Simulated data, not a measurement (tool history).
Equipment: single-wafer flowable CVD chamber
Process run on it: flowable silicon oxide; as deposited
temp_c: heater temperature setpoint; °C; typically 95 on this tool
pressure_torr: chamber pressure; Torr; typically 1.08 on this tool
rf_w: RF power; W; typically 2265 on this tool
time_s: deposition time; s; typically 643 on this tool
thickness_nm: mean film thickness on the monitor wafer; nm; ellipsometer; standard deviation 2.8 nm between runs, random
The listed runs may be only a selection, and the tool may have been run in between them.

run	day	temp_c	pressure_torr	rf_w	time_s	read-back reference wafer on the same gauge, thickness_nm	thickness_nm
1	0.000	95	1.08	2265	643	597.904	788.941
2	0.688	95	1.08	2265	643	597.211	787.834
3	1.550	95	1.08	2265	643	596.920	783.822
4	2.058	95	1.08	2265	643	597.005	789.363
5	2.408	95	1.08	2265	643	596.588	787.710
6	3.033	95	1.08	2265	643	596.459	792.624
7	3.538	95	1.08	2265	643	597.241	795.176
8	3.925	95	1.08	2265	643	597.268	795.352
9	4.388	95	1.08	2265	612	596.431	758.200
10	5.054	95	1.08	2265	643	597.062	799.772
11	5.529	95	1.08	2265	643	596.147	797.595
12	5.950	95	1.08	2265	643	597.162	796.056
13	6.233	95	1.08	2265	643	597.904	794.743
14	6.717	95	1.08	2265	643	597.265	795.433
15	7.292	95	1.17	2500	643	597.344	877.378
16	7.762	95	1.18	2265	643	597.437	873.224
17	8.179	108	1.01	2675	695	597.072	571.442
18	8.675	99	0.85	1905	591	597.280	467.901
19	9.017	83	0.84	2015	694	597.359	882.706
20	9.346	95	1.08	2265	643	597.283	710.325
21	10.012	110	0.95	2090	744	596.517	463.509
22	10.433	89	0.86	2405	643	597.340	744.395
23	10.829	95	1.08	2265	603	596.719	662.727
24	11.308	109	1.08	2390	545	597.264	395.875
25	11.646	95	1.08	2695	701	597.010	791.326
26	12.300	101	0.95	2065	598	597.276	492.984

Missing from the log above: 5 entries noted between runs. For each, name the pair of listed runs it sits between and say how the tool's hidden condition differs from the listed run just before to the listed run just after:
Run 14 -> run 15: gauge calibrated (day 6.725); capacitance manometer re-zeroed and calibrated (day 7.054); RF generator calibrated (day 7.129)
  wafer temperature above the value expected at the setpoint (K): -4.01 -> -4.06
  what was measured, less what the result would be without the hidden state, thickness_nm: +92.074 -> +102.617 nm
Run 16 -> run 17: showerhead replaced, of another model than before (day 8.158)
  wafer temperature above the value expected at the setpoint (K): -4.09 -> -4.13
  what was measured, less what the result would be without the hidden state, thickness_nm: +102.996 -> +67.560 nm
Run 17 -> run 18: thermocouple changed; heater temperature recalibrated (day 8.654)
  wafer temperature above the value expected at the setpoint (K): -4.13 -> -0.0758
  what was measured, less what the result would be without the hidden state, thickness_nm: +67.560 -> +1.055 nm
